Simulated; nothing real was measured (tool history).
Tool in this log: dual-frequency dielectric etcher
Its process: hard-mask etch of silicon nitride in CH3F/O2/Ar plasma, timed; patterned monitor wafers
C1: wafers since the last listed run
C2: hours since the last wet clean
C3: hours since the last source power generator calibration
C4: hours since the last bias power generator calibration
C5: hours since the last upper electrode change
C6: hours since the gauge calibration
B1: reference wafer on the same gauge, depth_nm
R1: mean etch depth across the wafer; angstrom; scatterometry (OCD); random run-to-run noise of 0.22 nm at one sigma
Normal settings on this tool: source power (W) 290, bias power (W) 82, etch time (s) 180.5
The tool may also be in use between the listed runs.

{"run": 1, "hour": 0.0, "source power (W)": 290, "bias power (W)": 82, "etch time (s)": 180.5, "C1": 0, "C2": 112, "C3": 3719.8, "C4": 3204.7, "C5": 2028.1, "C6": 368.1, "B1": 117, "R1": 1154}
{"run": 2, "hour": 70.7, "source power (W)": 290, "bias power (W)": 90, "etch time (s)": 140.5, "C1": 528, "C2": 182.7, "C3": 3790.5, "C4": 3275.4, "C5": 2098.8, "C6": 438.8, "B1": 117, "R1": 914}
{"run": 3, "hour": 117.9, "source power (W)": 290, "bias power (W)": 82, "etch time (s)": 201, "C1": 352, "C2": 229.9, "C3": 3837.7, "C4": 3322.6, "C5": 2146, "C6": 486, "B1": 117, "R1": 1276}
{"run": 4, "hour": 174.9, "source power (W)": 290, "bias power (W)": 82, "etch time (s)": 201, "C1": 425, "C2": 286.9, "C3": 3894.7, "C4": 3379.6, "C5": 2203, "C6": 543, "B1": 117, "R1": 1274}
{"run": 5, "hour": 212.0, "source power (W)": 290, "bias power (W)": 82, "etch time (s)": 201, "C1": 277, "C2": 324, "C3": 3931.8, "C4": 3416.7, "C5": 2240.1, "C6": 580.1, "B1": 117, "R1": 1267}
{"run": 6, "hour": 236.4, "source power (W)": 290, "bias power (W)": 82, "etch time (s)": 180.5, "C1": 182, "C2": 348.4, "C3": 3956.2, "C4": 3441.1, "C5": 2264.5, "C6": 604.5, "B1": 117, "R1": 1136}
{"hour": 320.6, "done": "wet clean of the chamber"}
{"hour": 423.5, "done": "upper electrode replaced"}
{"run": 7, "hour": 448.1, "source power (W)": 290, "bias power (W)": 82, "etch time (s)": 180.5, "C1": 1222, "C2": 127.5, "C3": 4167.9, "C4": 3652.8, "C5": 24.6, "C6": 816.2, "B1": 117, "R1": 1156}
{"run": 8, "hour": 480.4, "source power (W)": 290, "bias power (W)": 82, "etch time (s)": 180.5, "C1": 241, "C2": 159.8, "C3": 4200.2, "C4": 3685.1, "C5": 56.9, "C6": 848.5, "B1": 117, "R1": 1156}
{"run": 9, "hour": 511.7, "source power (W)": 290, "bias power (W)": 82, "etch time (s)": 180.5, "C1": 233, "C2": 191.1, "C3": 4231.5, "C4": 3716.4, "C5": 88.2, "C6": 879.8, "B1": 117, "R1": 1148}
{"run": 10, "hour": 552.5, "source power (W)": 290, "bias power (W)": 82, "etch time (s)": 180.5, "C1": 304, "C2": 231.9, "C3": 4272.3, "C4": 3757.2, "C5": 129, "C6": 920.6, "B1": 117, "R1": 1153}
{"run": 11, "hour": 613.0, "source power (W)": 290, "bias power (W)": 70, "etch time (s)": 180.5, "C1": 451, "C2": 292.4, "C3": 4332.8, "C4": 3817.7, "C5": 189.5, "C6": 981.1, "B1": 117, "R1": 1106}
{"hour": 622.8, "done": "source power generator calibrated"}
{"run": 12, "hour": 678.4, "source power (W)": 290, "bias power (W)": 70, "etch time (s)": 180.5, "C1": 458, "C2": 357.8, "C3": 55.6, "C4": 3883.1, "C5": 254.9, "C6": 1046.5, "B1": 117, "R1": 1078}
{"hour": 759.2, "done": "wet clean of the chamber"}
{"run": 13, "hour": 820.7, "source power (W)": 250, "bias power (W)": 88, "etch time (s)": 180.5, "C1": 883, "C2": 61.5, "C3": 197.9, "C4": 4025.4, "C5": 397.2, "C6": 1188.8, "B1": 117, "R1": 1096}
{"run": 14, "hour": 866.7, "source power (W)": 290, "bias power (W)": 82, "etch time (s)": 180.5, "C1": 343, "C2": 107.5, "C3": 243.9, "C4": 4071.4, "C5": 443.2, "C6": 1234.8, "B1": 117, "R1": 1144}
{"run": 15, "hour": 911.5, "source power (W)": 290, "bias power (W)": 82, "etch time (s)": 165.5, "C1": 334, "C2": 152.3, "C3": 288.7, "C4": 4116.2, "C5": 488, "C6": 1279.6, "B1": 117, "R1": 1046}
{"hour": 931.8, "done": "gauge calibrated"}
{"run": 16, "hour": 971.2, "source power (W)": 360, "bias power (W)": 88, "etch time (s)": 152, "C1": 445, "C2": 212, "C3": 348.4, "C4": 4175.9, "C5": 547.7, "C6": 39.4, "B1": 117, "R1": 1065}
{"hour": 986.3, "done": "bias power generator calibrated"}
{"run": 17, "hour": 1039.8, "source power (W)": 320, "bias power (W)": 98, "etch time (s)": 214.5, "C1": 482, "C2": 280.6, "C3": 417, "C4": 53.5, "C5": 616.3, "C6": 108, "B1": 117, "R1": 1461}
{"run": 18, "hour": 1091.7, "source power (W)": 290, "bias power (W)": 82, "etch time (s)": 180.5, "C1": 387, "C2": 332.5, "C3": 468.9, "C4": 105.4, "C5": 668.2, "C6": 159.9, "B1": 117, "R1": 1128}
{"hour": 1181.5, "done": "wet clean of the chamber"}
{"run": 19, "hour": 1182.0, "source power (W)": 260, "bias power (W)": 72, "etch time (s)": 180.5, "C1": 495, "C2": 0.5, "C3": 559.2, "C4": 195.7, "C5": 758.5, "C6": 250.2, "B1": 117, "R1": 1069}
{"run": 20, "hour": 1218.4, "source power (W)": 310, "bias power (W)": 94, "etch time (s)": 180.5, "C1": 271, "C2": 36.9, "C3": 595.6, "C4": 232.1, "C5": 794.9, "C6": 286.6, "B1": 117, "R1": 1222}
{"run": 21, "hour": 1321.7, "source power (W)": 220, "bias power (W)": 82, "etch time (s)": 213.5, "C1": 771, "C2": 140.2, "C3": 698.9, "C4": 335.4, "C5": 898.2, "C6": 389.9, "B1": 117, "R1": 1207}
{"run": 22, "hour": 1371.6, "source power (W)": 260, "bias power (W)": 94, "etch time (s)": 138, "C1": 372, "C2": 190.1, "C3": 748.8, "C4": 385.3, "C5": 948.1, "C6": 439.8, "B1": 117, "R1": 864}
{"run": 23, "hour": 1401.9, "source power (W)": 230, "bias power (W)": 82, "etch time (s)": 134, "C1": 226, "C2": 220.4, "C3": 779.1, "C4": 415.6, "C5": 978.4, "C6": 470.1, "B1": 117, "R1": 770}
{"run": 24, "hour": 1465.4, "source power (W)": 290, "bias power (W)": 76, "etch time (s)": 161, "C1": 474, "C2": 283.9, "C3": 842.6, "C4": 479.1, "C5": 1041.9, "C6": 533.6, "B1": 117, "R1": 994}
{"run": 25, "hour": 1496.4, "source power (W)": 230, "bias power (W)": 74, "etch time (s)": 233.5, "C1": 231, "C2": 314.9, "C3": 873.6, "C4": 510.1, "C5": 1072.9, "C6": 564.6, "B1": 117, "R1": 1302}
{"run": 26, "hour": 1526.4, "source power (W)": 290, "bias power (W)": 82, "etch time (s)": 165.5, "C1": 224, "C2": 344.9, "C3": 903.6, "C4": 540.1, "C5": 1102.9, "C6": 594.6, "B1": 117, "R1": 1036}
{"hour": 1597.5, "done": "wet clean of the chamber"}
{"run": 27, "hour": 1598.0, "source power (W)": 290, "bias power (W)": 82, "etch time (s)": 180.5, "C1": 355, "C2": 0.5, "C3": 975.2, "C4": 611.7, "C5": 1174.5, "C6": 666.2, "B1": 117, "R1": 1154}
{"run": 28, "hour": 1617.8, "source power (W)": 350, "bias power (W)": 90, "etch time (s)": 219, "C1": 147, "C2": 20.3, "C3": 995, "C4": 631.5, "C5": 1194.3, "C6": 686, "B1": 117, "R1": 1547}
{"run": 29, "hour": 1679.6, "source power (W)": 360, "bias power (W)": 76, "etch time (s)": 180.5, "C1": 461, "C2": 82.1, "C3": 1056.8, "C4": 693.3, "C5": 1256.1, "C6": 747.8, "B1": 117, "R1": 1232}

Each row is a separate what-if for the run after 29, all from the same tool condition, not one after another. Results?
{"run": "A", "hour": 1680.1, "source power (W)": 290, "bias power (W)": 82, "etch time (s)": 180.5, "C1": 3, "C2": 82.6, "C3": 1057.3, "C4": 693.8, "C5": 1256.6, "C6": 748.3, "B1": "?", "R1": "?"}
{"run": "B", "hour": 1680.1, "source power (W)": 340, "bias power (W)": 98, "etch time (s)": 180.5, "C1": 3, "C2": 82.6, "C3": 1057.3, "C4": 693.8, "C5": 1256.6, "C6": 748.3, "B1": "?", "R1": "?"}
{"run": "C", "hour": 1680.1, "source power (W)": 290, "bias power (W)": 91, "etch time (s)": 133, "C1": 3, "C2": 82.6, "C3": 1057.3, "C4": 693.8, "C5": 1256.6, "C6": 748.3, "B1": "?", "R1": "?"}
{"run": "D", "hour": 1680.1, "source power (W)": 290, "bias power (W)": 64, "etch time (s)": 180.5, "C1": 3, "C2": 82.6, "C3": 1057.3, "C4": 693.8, "C5": 1256.6, "C6": 748.3, "B1": "?", "R1": "?"}

run=A B1=116.9 R1=1148
run=B B1=116.9 R1=1280
run=C B1=116.9 R1=868
run=D B1=116.9 R1=1086
With no hidden state in the tool, these same runs would have given:
run=A R1=1143
run=B R1=1274
run=C R1=864
run=D R1=1080
